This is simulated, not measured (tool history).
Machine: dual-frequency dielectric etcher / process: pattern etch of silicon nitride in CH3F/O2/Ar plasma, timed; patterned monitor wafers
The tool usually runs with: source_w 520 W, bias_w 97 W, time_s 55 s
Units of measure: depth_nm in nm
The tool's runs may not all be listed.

| run | hour | source_w | bias_w | time_s | wafers since the last listed run | hours since the last wet clean | hours since the last source power generator calibration | hours since the last bias power generator calibration | hours since the last upper electrode change | hours since the gauge calibration | read-back reference wafer on the same gauge, depth_nm | depth_nm |
|---|---|---|---|---|---|---|---|---|---|---|---|---|
| 1 | 0 | 520 | 115 | 55 | 0 | 333 | 2098.5 | 665.1 | 3514.5 | 256.4 | 53.19 | 46.31 |
|  | 48.2 | wet clean of the chamber |
| 2 | 191.3 | 520 | 115 | 55 | 1813 | 143.1 | 2289.8 | 856.4 | 3705.8 | 447.7 | 53.21 | 46.42 |
| 3 | 246.2 | 520 | 115 | 55 | 595 | 198 | 2344.7 | 911.3 | 3760.7 | 502.6 | 53.21 | 46.42 |
| 4 | 289.6 | 520 | 97 | 55 | 470 | 241.4 | 2388.1 | 954.7 | 3804.1 | 546 | 53.21 | 44.65 |
| 5 | 329 | 520 | 97 | 64.5 | 427 | 280.8 | 2427.5 | 994.1 | 3843.5 | 585.4 | 53.21 | 52.16 |
| 6 | 403.6 | 520 | 97 | 64.5 | 808 | 355.4 | 2502.1 | 1068.7 | 3918.1 | 660 | 53.22 | 52.34 |
|  | 476.6 | wet clean of the chamber |
| 7 | 479.7 | 520 | 97 | 64.5 | 564 | 3.1 | 2578.2 | 1144.8 | 3994.2 | 736.1 | 53.23 | 52.24 |
| 8 | 583.5 | 520 | 97 | 55 | 1125 | 106.9 | 2682 | 1248.6 | 4098 | 839.9 | 53.2 | 44.73 |
| 9 | 680.5 | 520 | 97 | 55 | 1051 | 203.9 | 2779 | 1345.6 | 4195 | 936.9 | 53.18 | 44.79 |
| 10 | 778.9 | 520 | 97 | 55 | 1066 | 302.3 | 2877.4 | 1444 | 4293.4 | 1035.3 | 53.21 | 44.7 |
| 11 | 880 | 520 | 97 | 55 | 1096 | 403.4 | 2978.5 | 1545.1 | 4394.5 | 1136.4 | 53.19 | 44.79 |
|  | 936.2 | gauge calibrated |
|  | 942.4 | wet clean of the chamber |
| 12 | 962.5 | 520 | 97 | 55 | 634 | 20.1 | 3061 | 1627.6 | 4477 | 26.3 | 53.2 | 44.68 |
|  | 1043 | source power generator calibrated |
|  | 1046.1 | bias power generator calibrated |
| 13 | 1066.3 | 520 | 97 | 66.5 | 1048 | 123.9 | 23.3 | 20.2 | 4580.8 | 130.1 | 53.19 | 53.63 |
| 14 | 1136.2 | 520 | 97 | 55 | 757 | 193.8 | 93.2 | 90.1 | 4650.7 | 200 | 53.21 | 44.3 |
| 15 | 1176.3 | 460 | 97 | 55 | 434 | 233.9 | 133.3 | 130.2 | 4690.8 | 240.1 | 53.21 | 42.51 |
| 16 | 1224.8 | 520 | 104 | 68.5 | 525 | 282.4 | 181.8 | 178.7 | 4739.3 | 288.6 | 53.21 | 56.07 |
| 17 | 1300.6 | 520 | 97 | 55 | 821 | 358.2 | 257.6 | 254.5 | 4815.1 | 364.4 | 53.21 | 44.15 |
| 18 | 1355.9 | 640 | 97 | 55 | 599 | 413.5 | 312.9 | 309.8 | 4870.4 | 419.7 | 53.22 | 47.51 |
|  | 1393 | wet clean of the chamber |
|  | 1459.6 | upper electrode replaced |
| 19 | 1460.1 | 420 | 74 | 55 | 609 | 67.1 | 417.1 | 414 | 0.5 | 523.9 | 53.2 | 39.08 |
| 20 | 1535.1 | 520 | 105 | 55 | 813 | 142.1 | 492.1 | 489 | 75.5 | 598.9 | 53.2 | 45.03 |
| 21 | 1580.4 | 520 | 97 | 41.5 | 491 | 187.4 | 537.4 | 534.3 | 120.8 | 644.2 | 53.21 | 33.47 |
| 22 | 1643.3 | 520 | 97 | 55 | 681 | 250.3 | 600.3 | 597.2 | 183.7 | 707.1 | 53.18 | 44.31 |
| 23 | 1731.8 | 520 | 97 | 55 | 959 | 338.8 | 688.8 | 685.7 | 272.2 | 795.6 | 53.18 | 44.34 |
| 24 | 1785.6 | 480 | 106 | 64.5 | 583 | 392.6 | 742.6 | 739.5 | 326 | 849.4 | 53.2 | 51.61 |
|  | 1842 | wet clean of the chamber |
| 25 | 1842.5 | 520 | 97 | 55 | 356 | 0.5 | 799.5 | 796.4 | 382.9 | 906.3 | 53.2 | 44.29 |

For each run, what was the tool's unlogged condition?
etch rate over this chamber's usual, %: 0 in every run
gauge reads high (%): 0 in every run
H1: source power that arrives over what is set, %
H2: bias power that arrives over what is set, %
| run | H1 | H2 |
|---|---|---|
| 1 | 3.53 | -3.32 |
| 2 | 3.84 | -3.81 |
| 3 | 3.93 | -3.92 |
| 4 | 4 | -4 |
| 5 | 4.06 | -4.08 |
| 6 | 4.18 | -4.2 |
| 7 | 4.3 | -4.31 |
| 8 | 4.46 | -4.44 |
| 9 | 4.62 | -4.55 |
| 10 | 4.77 | -4.64 |
| 11 | 4.94 | -4.73 |
| 12 | 5.07 | -4.79 |
| 13 | -0.296 | -0.279 |
| 14 | -0.185 | -0.8 |
| 15 | -0.121 | -1.07 |
| 16 | -0.044 | -1.38 |
| 17 | 0.0768 | -1.82 |
| 18 | 0.165 | -2.11 |
| 19 | 0.331 | -2.6 |
| 20 | 0.45 | -2.9 |
| 21 | 0.523 | -3.07 |
| 22 | 0.623 | -3.28 |
| 23 | 0.764 | -3.55 |
| 24 | 0.849 | -3.69 |
| 25 | 0.94 | -3.84 |

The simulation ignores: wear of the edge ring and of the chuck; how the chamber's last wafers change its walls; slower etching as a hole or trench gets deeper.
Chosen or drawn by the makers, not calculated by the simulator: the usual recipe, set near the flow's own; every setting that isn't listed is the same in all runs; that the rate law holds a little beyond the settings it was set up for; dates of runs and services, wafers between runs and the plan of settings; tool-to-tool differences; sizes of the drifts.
